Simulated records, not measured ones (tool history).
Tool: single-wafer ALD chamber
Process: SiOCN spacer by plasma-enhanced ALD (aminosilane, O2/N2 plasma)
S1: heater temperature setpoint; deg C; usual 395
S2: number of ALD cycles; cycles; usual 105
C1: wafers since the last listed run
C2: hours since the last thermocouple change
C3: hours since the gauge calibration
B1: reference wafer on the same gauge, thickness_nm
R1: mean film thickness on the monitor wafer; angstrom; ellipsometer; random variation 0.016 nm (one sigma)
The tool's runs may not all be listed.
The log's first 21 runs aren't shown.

{"run": 22, "hour": 525.2, "S1": 395, "S2": 98, "C1": 51, "C2": 717.5, "C3": 1026.3, "B1": 7.52, "R1": 58.86}
{"run": 23, "hour": 553.2, "S1": 395, "S2": 105, "C1": 90, "C2": 745.5, "C3": 1054.3, "B1": 7.523, "R1": 62.77}
{"run": 24, "hour": 578.9, "S1": 395, "S2": 105, "C1": 82, "C2": 771.2, "C3": 1080.0, "B1": 7.524, "R1": 63.26}
{"hour": 608.8, "done": "gauge calibrated"}
{"run": 25, "hour": 613.5, "S1": 395, "S2": 105, "C1": 111, "C2": 805.8, "C3": 4.7, "B1": 7.528, "R1": 63.25}
{"run": 26, "hour": 644.2, "S1": 407, "S2": 98, "C1": 99, "C2": 836.5, "C3": 35.4, "B1": 7.539, "R1": 57.47}
{"run": 27, "hour": 675.8, "S1": 395, "S2": 100, "C1": 101, "C2": 868.1, "C3": 67.0, "B1": 7.531, "R1": 60.05}
{"run": 28, "hour": 697.9, "S1": 383, "S2": 89, "C1": 71, "C2": 890.2, "C3": 89.1, "B1": 7.519, "R1": 53.66}
{"hour": 732.9, "done": "thermocouple changed; heater temperature recalibrated"}
{"run": 29, "hour": 733.4, "S1": 395, "S2": 105, "C1": 88, "C2": 0.5, "C3": 124.6, "B1": 7.53, "R1": 63.38}
{"run": 30, "hour": 757.3, "S1": 405, "S2": 85, "C1": 77, "C2": 24.4, "C3": 148.5, "B1": 7.522, "R1": 50.35}
{"run": 31, "hour": 772.7, "S1": 408, "S2": 98, "C1": 49, "C2": 39.8, "C3": 163.9, "B1": 7.53, "R1": 57.35}
{"run": 32, "hour": 786.5, "S1": 391, "S2": 123, "C1": 44, "C2": 53.6, "C3": 177.7, "B1": 7.54, "R1": 73.88}
{"run": 33, "hour": 818.7, "S1": 405, "S2": 111, "C1": 103, "C2": 85.8, "C3": 209.9, "B1": 7.537, "R1": 65.49}
{"run": 34, "hour": 833.8, "S1": 381, "S2": 124, "C1": 48, "C2": 100.9, "C3": 225.0, "B1": 7.526, "R1": 74.89}
{"run": 35, "hour": 865.8, "S1": 405, "S2": 111, "C1": 103, "C2": 132.9, "C3": 257.0, "B1": 7.533, "R1": 65.61}
{"run": 36, "hour": 883.7, "S1": 395, "S2": 105, "C1": 57, "C2": 150.8, "C3": 274.9, "B1": 7.533, "R1": 62.91}
{"run": 37, "hour": 906.1, "S1": 405, "S2": 114, "C1": 72, "C2": 173.2, "C3": 297.3, "B1": 7.534, "R1": 67.36}
{"run": 38, "hour": 935.3, "S1": 400, "S2": 98, "C1": 94, "C2": 202.4, "C3": 326.5, "B1": 7.535, "R1": 58.97}
{"run": 39, "hour": 954.2, "S1": 389, "S2": 115, "C1": 60, "C2": 221.3, "C3": 345.4, "B1": 7.528, "R1": 68.86}
{"run": 40, "hour": 984.7, "S1": 391, "S2": 96, "C1": 98, "C2": 251.8, "C3": 375.9, "B1": 7.534, "R1": 57.98}

Forecast run 41:
{"run": 41, "hour": 1016.9, "S1": 395, "S2": 105, "C1": 103, "C2": 284.0, "C3": 408.1, "B1": "?", "R1": "?"}

{"run 41": {"B1": 7.537, "R1": 63.05}}
Without the tool's hidden state the same run would have given R1 63.05 angstrom.
